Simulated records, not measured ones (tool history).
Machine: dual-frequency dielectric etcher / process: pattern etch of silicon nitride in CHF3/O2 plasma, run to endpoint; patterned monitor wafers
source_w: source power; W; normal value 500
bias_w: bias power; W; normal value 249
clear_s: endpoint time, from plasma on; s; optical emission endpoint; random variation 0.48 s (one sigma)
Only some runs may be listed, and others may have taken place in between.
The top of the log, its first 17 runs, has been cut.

| run | day | source_w | bias_w | incoming incoming film thickness, nm | clear_s |
|---|---|---|---|---|---|
|  | 33.262 | bias power generator calibrated |
| 18 | 33.538 | 610 | 205 | 108.0 | 74.3 |
| 19 | 35.992 | 530 | 306 | 108.1 | 63.6 |
| 20 | 38.204 | 400 | 249 | 108.9 | 78.8 |
|  | 40.208 | upper electrode replaced |
| 21 | 40.875 | 420 | 299 | 109.4 | 69.5 |
| 22 | 42.554 | 440 | 196 | 108.5 | 85.9 |
| 23 | 51.367 | 500 | 249 | 108.5 | 69.5 |
| 24 | 52.912 | 500 | 249 | 108.3 | 70.2 |
|  | 53.754 | source power generator calibrated |
| 25 | 54.000 | 500 | 270 | 108.5 | 66.7 |
| 26 | 57.238 | 530 | 292 | 108.5 | 62.5 |
|  | 58.342 | wet clean of the chamber |
| 27 | 59.658 | 500 | 249 | 108.7 | 73.4 |
| 28 | 60.696 | 610 | 249 | 106.9 | 67.9 |
| 29 | 61.950 | 530 | 306 | 109.2 | 64.6 |
| 30 | 63.467 | 610 | 283 | 108.9 | 63.3 |
| 31 | 64.958 | 600 | 277 | 109.6 | 64.3 |
| 32 | 65.996 | 500 | 295 | 109.1 | 66.4 |
| 33 | 68.954 | 500 | 249 | 108.2 | 71.5 |
| 34 | 71.688 | 430 | 294 | 108.0 | 69.0 |
| 35 | 73.517 | 570 | 249 | 107.8 | 67.8 |
| 36 | 74.725 | 560 | 268 | 108.5 | 65.6 |

What if the next run were any one of these 3? Each begins from the tool's condition after run 36:
| A | 74.742 | 500 | 249 | 109.0 | ? |
| B | 74.742 | 500 | 301 | 109.0 | ? |
| C | 74.742 | 500 | 300 | 109.0 | ? |

| run | clear_s |
|---|---|
| A | 72.0 |
| B | 65.4 |
| C | 65.5 |
Without the tool's hidden state the same runs would have given:
| run | clear_s |
|---|---|
| A | 73.9 |
| B | 67.1 |
| C | 67.2 |

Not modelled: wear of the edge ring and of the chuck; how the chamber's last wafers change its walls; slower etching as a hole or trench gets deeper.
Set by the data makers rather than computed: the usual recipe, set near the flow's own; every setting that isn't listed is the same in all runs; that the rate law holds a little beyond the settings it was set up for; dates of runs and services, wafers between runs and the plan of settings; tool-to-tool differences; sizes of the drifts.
